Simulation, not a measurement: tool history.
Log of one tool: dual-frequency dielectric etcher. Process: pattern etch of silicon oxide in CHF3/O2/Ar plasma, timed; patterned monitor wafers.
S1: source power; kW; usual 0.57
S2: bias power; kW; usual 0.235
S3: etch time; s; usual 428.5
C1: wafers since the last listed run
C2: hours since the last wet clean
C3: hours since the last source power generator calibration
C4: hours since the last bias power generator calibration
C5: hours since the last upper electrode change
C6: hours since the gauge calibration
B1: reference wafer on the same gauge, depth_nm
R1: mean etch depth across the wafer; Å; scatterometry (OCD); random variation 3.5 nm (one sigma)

| run | hour | S1 | S2 | S3 | C1 | C2 | C3 | C4 | C5 | C6 | B1 | R1 |
|---|---|---|---|---|---|---|---|---|---|---|---|---|
| 1 | 0 | 0.57 | 0.235 | 428.5 | 0 | 65.2 | 1517.3 | 948.4 | 4245.8 | 1986.6 | 778.9 | 9175 |
|  | 34.8 | gauge calibrated |
| 2 | 64.3 | 0.57 | 0.235 | 428.5 | 168 | 129.5 | 1581.6 | 1012.7 | 4310.1 | 29.5 | 776.2 | 9260 |
| 3 | 128.4 | 0.57 | 0.235 | 428.5 | 168 | 193.6 | 1645.7 | 1076.8 | 4374.2 | 93.6 | 777.3 | 9288 |
| 4 | 179.8 | 0.57 | 0.235 | 428.5 | 134 | 245 | 1697.1 | 1128.2 | 4425.6 | 145 | 778.2 | 9359 |
| 5 | 216.8 | 0.57 | 0.235 | 428.5 | 97 | 282 | 1734.1 | 1165.2 | 4462.6 | 182 | 778.1 | 9399 |
| 6 | 272.1 | 0.57 | 0.235 | 428.5 | 145 | 337.3 | 1789.4 | 1220.5 | 4517.9 | 237.3 | 777.5 | 9461 |
|  | 351.2 | wet clean of the chamber |
| 7 | 351.7 | 0.57 | 0.235 | 428.5 | 145 | 0.5 | 1869 | 1300.1 | 4597.5 | 316.9 | 777.5 | 9149 |
| 8 | 378.9 | 0.47 | 0.259 | 428.5 | 71 | 27.7 | 1896.2 | 1327.3 | 4624.7 | 344.1 | 777.1 | 8633 |
| 9 | 406.9 | 0.68 | 0.235 | 463 | 73 | 55.7 | 1924.2 | 1355.3 | 4652.7 | 372.1 | 777.4 | 10709 |
| 10 | 435.1 | 0.68 | 0.235 | 463 | 73 | 83.9 | 1952.4 | 1383.5 | 4680.9 | 400.3 | 778.5 | 10703 |
|  | 492.3 | source power generator calibrated |
| 11 | 501.1 | 0.5 | 0.235 | 316 | 162 | 149.9 | 8.8 | 1449.5 | 4746.9 | 466.3 | 778.4 | 6423 |
| 12 | 526.7 | 0.57 | 0.235 | 428.5 | 67 | 175.5 | 34.4 | 1475.1 | 4772.5 | 491.9 | 777.6 | 9218 |
|  | 537.8 | bias power generator calibrated |
| 13 | 560.5 | 0.57 | 0.185 | 428.5 | 78 | 209.3 | 68.2 | 22.7 | 4806.3 | 525.7 | 777 | 8816 |
| 14 | 661.6 | 0.57 | 0.235 | 346 | 265 | 310.4 | 169.3 | 123.8 | 4907.4 | 626.8 | 777.1 | 7595 |
| 15 | 691.1 | 0.68 | 0.235 | 463 | 77 | 339.9 | 198.8 | 153.3 | 4936.9 | 656.3 | 776.1 | 10829 |
|  | 735.2 | wet clean of the chamber |
| 16 | 735.7 | 0.57 | 0.235 | 428.5 | 54 | 0.5 | 243.4 | 197.9 | 4981.5 | 700.9 | 778.3 | 8824 |
| 17 | 775.8 | 0.57 | 0.28 | 428.5 | 105 | 40.6 | 283.5 | 238 | 5021.6 | 741 | 776.5 | 9233 |
|  | 849 | upper electrode replaced |
| 18 | 849.5 | 0.57 | 0.235 | 428.5 | 130 | 114.3 | 357.2 | 311.7 | 0.5 | 814.7 | 775.4 | 8964 |
| 19 | 865.1 | 0.65 | 0.254 | 352.5 | 40 | 129.9 | 372.8 | 327.3 | 16.1 | 830.3 | 778 | 7885 |

Run 20 comes next. What will it give?
| 20 | 908.8 | 0.57 | 0.235 | 463.5 | 114 | 173.6 | 416.5 | 371 | 59.8 | 874 | ? | ? |

Run 20 gave B1 776.9, R1 9823 Å.
Without the tool's hidden state the same run would have given R1 9688 Å.

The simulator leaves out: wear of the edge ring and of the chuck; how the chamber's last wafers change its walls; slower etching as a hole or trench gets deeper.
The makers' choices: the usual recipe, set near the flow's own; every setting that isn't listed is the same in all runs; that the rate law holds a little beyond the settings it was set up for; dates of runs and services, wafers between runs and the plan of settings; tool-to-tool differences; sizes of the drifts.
